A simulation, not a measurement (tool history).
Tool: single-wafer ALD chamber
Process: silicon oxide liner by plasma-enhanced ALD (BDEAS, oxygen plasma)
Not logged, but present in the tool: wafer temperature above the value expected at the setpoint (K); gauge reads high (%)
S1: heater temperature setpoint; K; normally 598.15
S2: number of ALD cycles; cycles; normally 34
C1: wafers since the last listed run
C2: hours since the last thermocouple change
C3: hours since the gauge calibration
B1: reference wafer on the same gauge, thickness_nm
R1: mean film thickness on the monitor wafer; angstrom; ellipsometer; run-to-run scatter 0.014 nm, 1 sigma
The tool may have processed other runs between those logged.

| run | hour | S1 | S2 | C1 | C2 | C3 | B1 | R1 |
|---|---|---|---|---|---|---|---|---|
| 1 | 0.0 | 598.15 | 34 | 0 | 1403.4 | 374.2 | 3.033 | 31.02 |
| 2 | 24.5 | 598.15 | 34 | 195 | 1427.9 | 398.7 | 3.030 | 31.12 |
| 3 | 118.4 | 598.15 | 34 | 749 | 1521.8 | 492.6 | 3.031 | 31.02 |
| 4 | 150.6 | 607.15 | 34 | 257 | 1554.0 | 524.8 | 3.030 | 30.55 |
| 5 | 211.8 | 598.15 | 34 | 488 | 1615.2 | 586.0 | 3.028 | 30.93 |
| 6 | 224.8 | 598.15 | 34 | 103 | 1628.2 | 599.0 | 3.028 | 31.01 |
| 7 | 246.8 | 598.15 | 34 | 175 | 1650.2 | 621.0 | 3.029 | 31.07 |
| 8 | 268.3 | 598.15 | 34 | 171 | 1671.7 | 642.5 | 3.030 | 30.85 |
| 9 | 295.0 | 598.15 | 34 | 213 | 1698.4 | 669.2 | 3.029 | 31.13 |
| 10 | 313.5 | 598.15 | 34 | 147 | 1716.9 | 687.7 | 3.028 | 31.02 |
| 11 | 346.0 | 604.15 | 34 | 259 | 1749.4 | 720.2 | 3.030 | 30.92 |
| 12 | 380.9 | 604.15 | 34 | 278 | 1784.3 | 755.1 | 3.030 | 30.83 |
| 13 | 402.7 | 593.15 | 34 | 174 | 1806.1 | 776.9 | 3.028 | 31.34 |
| 14 | 433.2 | 593.15 | 34 | 243 | 1836.6 | 807.4 | 3.030 | 31.31 |
| 15 | 451.8 | 593.15 | 34 | 148 | 1855.2 | 826.0 | 3.030 | 31.18 |
| 16 | 467.6 | 598.15 | 34 | 126 | 1871.0 | 841.8 | 3.029 | 30.99 |
| 17 | 490.2 | 598.15 | 34 | 180 | 1893.6 | 864.4 | 3.027 | 31.06 |
| 18 | 522.5 | 598.15 | 34 | 257 | 1925.9 | 896.7 | 3.027 | 30.71 |
| 19 | 535.7 | 598.15 | 34 | 105 | 1939.1 | 909.9 | 3.030 | 31.00 |
| 20 | 549.1 | 598.15 | 34 | 106 | 1952.5 | 923.3 | 3.028 | 30.93 |
| 21 | 582.6 | 598.15 | 30 | 267 | 1986.0 | 956.8 | 3.031 | 27.30 |
| 22 | 614.1 | 598.15 | 30 | 251 | 2017.5 | 988.3 | 3.029 | 27.38 |
| 23 | 644.0 | 598.15 | 34 | 238 | 2047.4 | 1018.2 | 3.031 | 30.67 |
| 24 | 736.4 | 598.15 | 36 | 737 | 2139.8 | 1110.6 | 3.031 | 32.82 |
| 25 | 759.7 | 598.15 | 34 | 185 | 2163.1 | 1133.9 | 3.032 | 30.90 |
| 26 | 775.0 | 598.15 | 28 | 122 | 2178.4 | 1149.2 | 3.028 | 25.25 |
| 27 | 808.5 | 585.15 | 27 | 267 | 2211.9 | 1182.7 | 3.030 | 25.14 |
| 28 | 843.7 | 591.15 | 37 | 280 | 2247.1 | 1217.9 | 3.032 | 33.79 |
| 29 | 869.9 | 611.15 | 34 | 209 | 2273.3 | 1244.1 | 3.030 | 30.43 |
| 30 | 884.2 | 602.15 | 39 | 114 | 2287.6 | 1258.4 | 3.029 | 35.58 |
| 31 | 898.1 | 604.15 | 39 | 110 | 2301.5 | 1272.3 | 3.028 | 35.17 |
|  | 907.3 | gauge calibrated |
| 32 | 930.5 | 598.15 | 41 | 258 | 2333.9 | 23.2 | 3.032 | 37.58 |
| 33 | 953.5 | 606.15 | 34 | 183 | 2356.9 | 46.2 | 3.030 | 30.38 |
|  | 974.3 | thermocouple changed; heater temperature recalibrated |
| 34 | 1039.8 | 593.15 | 34 | 625 | 65.5 | 132.5 | 3.029 | 31.21 |
| 35 | 1059.9 | 584.15 | 39 | 160 | 85.6 | 152.6 | 3.029 | 36.11 |
| 36 | 1092.3 | 598.15 | 34 | 258 | 118.0 | 185.0 | 3.032 | 31.23 |
| 37 | 1111.6 | 590.15 | 34 | 154 | 137.3 | 204.3 | 3.028 | 31.33 |
| 38 | 1149.9 | 590.15 | 32 | 305 | 175.6 | 242.6 | 3.033 | 29.58 |
| 39 | 1245.9 | 611.15 | 29 | 766 | 271.6 | 338.6 | 3.031 | 25.94 |
| 40 | 1278.9 | 589.15 | 29 | 263 | 304.6 | 371.6 | 3.031 | 26.68 |
| 41 | 1361.4 | 598.15 | 34 | 658 | 387.1 | 454.1 | 3.032 | 31.14 |
| 42 | 1385.3 | 611.15 | 34 | 190 | 411.0 | 478.0 | 3.031 | 30.48 |
| 43 | 1407.8 | 598.15 | 34 | 179 | 433.5 | 500.5 | 3.028 | 31.05 |
| 44 | 1424.2 | 609.15 | 34 | 130 | 449.9 | 516.9 | 3.031 | 30.39 |
| 45 | 1447.4 | 598.15 | 31 | 185 | 473.1 | 540.1 | 3.033 | 28.26 |
| 46 | 1462.4 | 591.15 | 34 | 119 | 488.1 | 555.1 | 3.030 | 31.22 |
| 47 | 1486.8 | 613.15 | 30 | 194 | 512.5 | 579.5 | 3.031 | 26.74 |

Take each entry between the runs: how does the hidden state at the last listed run before it differ from the hidden state at the first listed run after it?
Logged between run 31 and run 32: gauge calibrated (hour 907.3)
  both runs share identical hidden conditions
Logged between run 33 and run 34: thermocouple changed; heater temperature recalibrated (hour 974.3)
  both runs share identical hidden conditions
